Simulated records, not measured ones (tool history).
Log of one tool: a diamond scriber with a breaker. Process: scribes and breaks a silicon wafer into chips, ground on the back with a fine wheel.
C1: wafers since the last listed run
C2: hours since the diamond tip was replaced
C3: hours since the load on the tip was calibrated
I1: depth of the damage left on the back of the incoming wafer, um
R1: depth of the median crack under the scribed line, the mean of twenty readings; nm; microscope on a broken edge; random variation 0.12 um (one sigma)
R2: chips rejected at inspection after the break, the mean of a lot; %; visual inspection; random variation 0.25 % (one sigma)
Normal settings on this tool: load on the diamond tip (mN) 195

run 1 hour=0 | load_on_the_diamond_tip_(mN)=169 | C1=0 C2=119.9 C3=825.3 | I1=1.61 | R1=5560 R2=4.8
run 2 hour=24.6 | load_on_the_diamond_tip_(mN)=195 | C1=83 C2=144.5 C3=849.9 | I1=2.32 | R1=6000 R2=5.29
run 3 hour=61.3 | load_on_the_diamond_tip_(mN)=195 | C1=124 C2=181.2 C3=886.6 | I1=1.96 | R1=6070 R2=4.35
run 4 hour=114.5 | load_on_the_diamond_tip_(mN)=195 | C1=180 C2=234.4 C3=939.8 | I1=2.75 | R1=6080 R2=9.03
run 5 hour=150.2 | load_on_the_diamond_tip_(mN)=195 | C1=121 C2=270.1 C3=975.5 | I1=2.96 | R1=5960 R2=12.51
run 6 hour=198.7 | load_on_the_diamond_tip_(mN)=235 | C1=164 C2=318.6 C3=1024 | I1=2.98 | R1=6560 R2=7.89
run 7 hour=227.3 | load_on_the_diamond_tip_(mN)=235 | C1=96 C2=347.2 C3=1052.6 | I1=2.88 | R1=6470 R2=7.42
run 8 hour=270.2 | load_on_the_diamond_tip_(mN)=235 | C1=145 C2=390.1 C3=1095.5 | I1=2.64 | R1=6430 R2=6.9
run 9 hour=303.5 | load_on_the_diamond_tip_(mN)=217 | C1=112 C2=423.4 C3=1128.8 | I1=2.24 | R1=6040 R2=6.29
-- hour=332.9 diamond tip replaced by a new one
run 10 hour=507.4 | load_on_the_diamond_tip_(mN)=250 | C1=684 C2=174.5 C3=1332.7 | I1=1.89 | R1=7130 R2=3.04
run 11 hour=576.6 | load_on_the_diamond_tip_(mN)=195 | C1=234 C2=243.7 C3=1401.9 | I1=1.86 | R1=6000 R2=4.35
run 12 hour=607.6 | load_on_the_diamond_tip_(mN)=164 | C1=105 C2=274.7 C3=1432.9 | I1=2.89 | R1=5310 R2=19.24
run 13 hour=632 | load_on_the_diamond_tip_(mN)=195 | C1=82 C2=299.1 C3=1457.3 | I1=2.17 | R1=5730 R2=6.86
-- hour=676.1 load on the tip recalibrated
run 14 hour=676.6 | load_on_the_diamond_tip_(mN)=195 | C1=144 C2=343.7 C3=0.5 | I1=2.83 | R1=5980 R2=12.06
run 15 hour=719.5 | load_on_the_diamond_tip_(mN)=162 | C1=145 C2=386.6 C3=43.4 | I1=2.82 | R1=5160 R2=21.19
-- hour=775.1 diamond tip replaced by a new one
run 16 hour=781.8 | load_on_the_diamond_tip_(mN)=240 | C1=204 C2=6.7 C3=105.7 | I1=2.41 | R1=7440 R2=5.66
run 17 hour=910 | load_on_the_diamond_tip_(mN)=216 | C1=434 C2=134.9 C3=233.9 | I1=2.37 | R1=6580 R2=3.95
run 18 hour=962.8 | load_on_the_diamond_tip_(mN)=175 | C1=178 C2=187.7 C3=286.7 | I1=2.22 | R1=5790 R2=7.38
run 19 hour=997.7 | load_on_the_diamond_tip_(mN)=195 | C1=118 C2=222.6 C3=321.6 | I1=2.89 | R1=6040 R2=10.3

Entry by entry between the runs, the difference in hidden state between the last listed run before and the first listed run after:
Between runs 9 and 10: diamond tip replaced by a new one (hour 332.9)
  share of the diamond tip's cutting effectiveness lost through wear, %: 21.8 -> 11
  difference, measured minus the result without the unlogged condition, R1: -1070 -> -570 nm; R2: +2.19 -> -2.07 %
Between runs 13 and 14: load on the tip recalibrated (hour 676.1)
  share of the diamond tip's cutting effectiveness lost through wear, %: 16.4 -> 18.4
  difference, measured minus the result without the unlogged condition, R1: -730 -> -870 nm; R2: +3.1 -> +5.1 %
Between runs 15 and 16: diamond tip replaced by a new one (hour 775.1)
  share of the diamond tip's cutting effectiveness lost through wear, %: 20.2 -> 1.64
  difference, measured minus the result without the unlogged condition, R1: -840 -> -80 nm; R2: +10.49 -> -0.29 %
